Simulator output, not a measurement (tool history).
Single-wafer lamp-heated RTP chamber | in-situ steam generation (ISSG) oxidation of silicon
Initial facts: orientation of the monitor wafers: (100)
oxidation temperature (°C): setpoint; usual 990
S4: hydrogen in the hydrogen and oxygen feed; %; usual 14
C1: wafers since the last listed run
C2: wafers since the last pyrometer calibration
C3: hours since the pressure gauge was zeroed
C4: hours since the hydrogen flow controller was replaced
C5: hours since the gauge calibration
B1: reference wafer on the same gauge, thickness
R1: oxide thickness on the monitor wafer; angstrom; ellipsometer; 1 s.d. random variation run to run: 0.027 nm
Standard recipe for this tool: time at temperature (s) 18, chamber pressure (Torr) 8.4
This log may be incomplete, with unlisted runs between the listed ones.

Run 1, hour 0.0: usual settings; C1 0; C2 800; C3 3094.4; C4 3218.8; C5 835.1; B1 4.791. Result: R1 44.80 angstrom.
Run 2, hour 45.3: usual settings; C1 417; C2 1218; C3 3139.7; C4 3264.1; C5 880.4; B1 4.793. Result: R1 44.65 angstrom.
At hour 97.7: gauge calibrated.
Run 3, hour 131.7: usual settings but oxidation temperature (°C) 998; C1 796; C2 2015; C3 3226.1; C4 3350.5; C5 34.0; B1 4.874. Result: R1 46.70 angstrom.
Run 4, hour 169.9: usual settings but oxidation temperature (°C) 998; C1 352; C2 2367; C3 3264.3; C4 3388.7; C5 72.2; B1 4.862. Result: R1 46.19 angstrom.
Run 5, hour 249.4: usual settings; C1 733; C2 3100; C3 3343.8; C4 3468.2; C5 151.7; B1 4.843. Result: R1 45.06 angstrom.
Run 6, hour 314.5: usual settings; C1 600; C2 3700; C3 3408.9; C4 3533.3; C5 216.8; B1 4.824. Result: R1 44.57 angstrom.
Run 7, hour 363.5: usual settings; C1 451; C2 4152; C3 3457.9; C4 3582.3; C5 265.8; B1 4.815. Result: R1 44.32 angstrom.
Run 8, hour 453.4: usual settings but time at temperature (s) 22; C1 828; C2 4981; C3 3547.8; C4 3672.2; C5 355.7; B1 4.804. Result: R1 49.07 angstrom.
At hour 461.9: pressure gauge zeroed.
Run 9, hour 489.6: usual settings but time at temperature (s) 22; C1 260; C2 5241; C3 27.7; C4 3708.4; C5 391.9; B1 4.804. Result: R1 48.66 angstrom.
At hour 577.4: pyrometer window cleaned and pyrometer calibrated.
Run 10, hour 577.9: usual settings; C1 740; C2 4; C3 116.0; C4 3796.7; C5 480.2; B1 4.785. Result: R1 44.80 angstrom.
Run 11, hour 641.5: usual settings; C1 586; C2 591; C3 179.6; C4 3860.3; C5 543.8; B1 4.785. Result: R1 44.20 angstrom.
Run 12, hour 709.4: usual settings but oxidation temperature (°C) 982, chamber pressure (Torr) 7.1; C1 626; C2 1217; C3 247.5; C4 3928.2; C5 611.7; B1 4.778. Result: R1 42.66 angstrom.
Run 13, hour 745.5: usual settings but oxidation temperature (°C) 971, time at temperature (s) 22, chamber pressure (Torr) 9.0, S4 17 %; C1 332; C2 1549; C3 283.6; C4 3964.3; C5 647.8; B1 4.779. Result: R1 46.83 angstrom.
Run 14, hour 795.3: usual settings; C1 459; C2 2009; C3 333.4; C4 4014.1; C5 697.6; B1 4.776. Result: R1 44.60 angstrom.
Run 15, hour 882.9: usual settings but time at temperature (s) 12, chamber pressure (Torr) 9.7; C1 807; C2 2816; C3 421.0; C4 4101.7; C5 785.2; B1 4.765. Result: R1 36.45 angstrom.
Run 16, hour 972.4: usual settings but oxidation temperature (°C) 975, S4 11 %; C1 825; C2 3642; C3 510.5; C4 4191.2; C5 874.7; B1 4.767. Result: R1 40.50 angstrom.
At hour 987.1: hydrogen flow controller replaced.
Run 17, hour 1017.8: usual settings but time at temperature (s) 12, S4 22 %; C1 344; C2 3986; C3 555.9; C4 30.7; C5 920.1; B1 4.762. Result: R1 41.45 angstrom.
Run 18, hour 1079.1: usual settings but S4 11 %; C1 565; C2 4552; C3 617.2; C4 92.0; C5 981.4; B1 4.765. Result: R1 42.17 angstrom.
At hour 1114.8: gauge calibrated.
Run 19, hour 1182.2: usual settings but time at temperature (s) 12, chamber pressure (Torr) 9.4; C1 950; C2 5502; C3 720.3; C4 195.1; C5 67.4; B1 4.862. Result: R1 37.36 angstrom.
Run 20, hour 1288.1: usual settings but S4 21 %; C1 976; C2 6479; C3 826.2; C4 301.0; C5 173.3; B1 4.829. Result: R1 48.81 angstrom.
At hour 1342.8: pyrometer window cleaned and pyrometer calibrated.
Run 21, hour 1346.5: usual settings; C1 464; C2 33; C3 884.6; C4 359.4; C5 231.7; B1 4.820. Result: R1 44.65 angstrom.
Run 22, hour 1437.9: usual settings but oxidation temperature (°C) 982, chamber pressure (Torr) 9.7, S4 11 %; C1 842; C2 876; C3 976.0; C4 450.8; C5 323.1; B1 4.805. Result: R1 41.15 angstrom.
Run 23, hour 1494.8: usual settings but oxidation temperature (°C) 985, time at temperature (s) 20, chamber pressure (Torr) 7.6, S4 11 %; C1 524; C2 1401; C3 1032.9; C4 507.7; C5 380.0; B1 4.802. Result: R1 43.45 angstrom.

Some steps in R1 between neighbouring runs. How much of each would the tool show without its hidden state too (settings, what came in, random variation), and how much is left for the hidden state, with any gauge scatter that isn't in both results?
Hidden conditions of the tool in this case: true wafer temperature minus pyrometer reading, K; true pressure minus gauge reading, Torr; deviation of the hydrogen flow from its setpoint, %; gauge reads high (%).
Run 2 -> 3: oxidation temperature (°C) 990 -> 998, gauge calibrated. R1 +2.05 angstrom: hidden state +0.73, all else +1.32.
Run 14 -> 15: time at temperature (s) 18 -> 12, chamber pressure (Torr) 8.4 -> 9.7. R1 -8.15 angstrom: hidden state +0.17, all else -8.32.
Run 18 -> 19: time at temperature (s) 18 -> 12, chamber pressure (Torr) 8.4 -> 9.4, S4 11 -> 14, gauge calibrated. R1 -4.81 angstrom: hidden state +0.87, all else -5.68.
Run 19 -> 20: time at temperature (s) 12 -> 18, chamber pressure (Torr) 9.4 -> 8.4, S4 14 -> 21. R1 +11.45 angstrom: hidden state -0.37, all else +11.82.
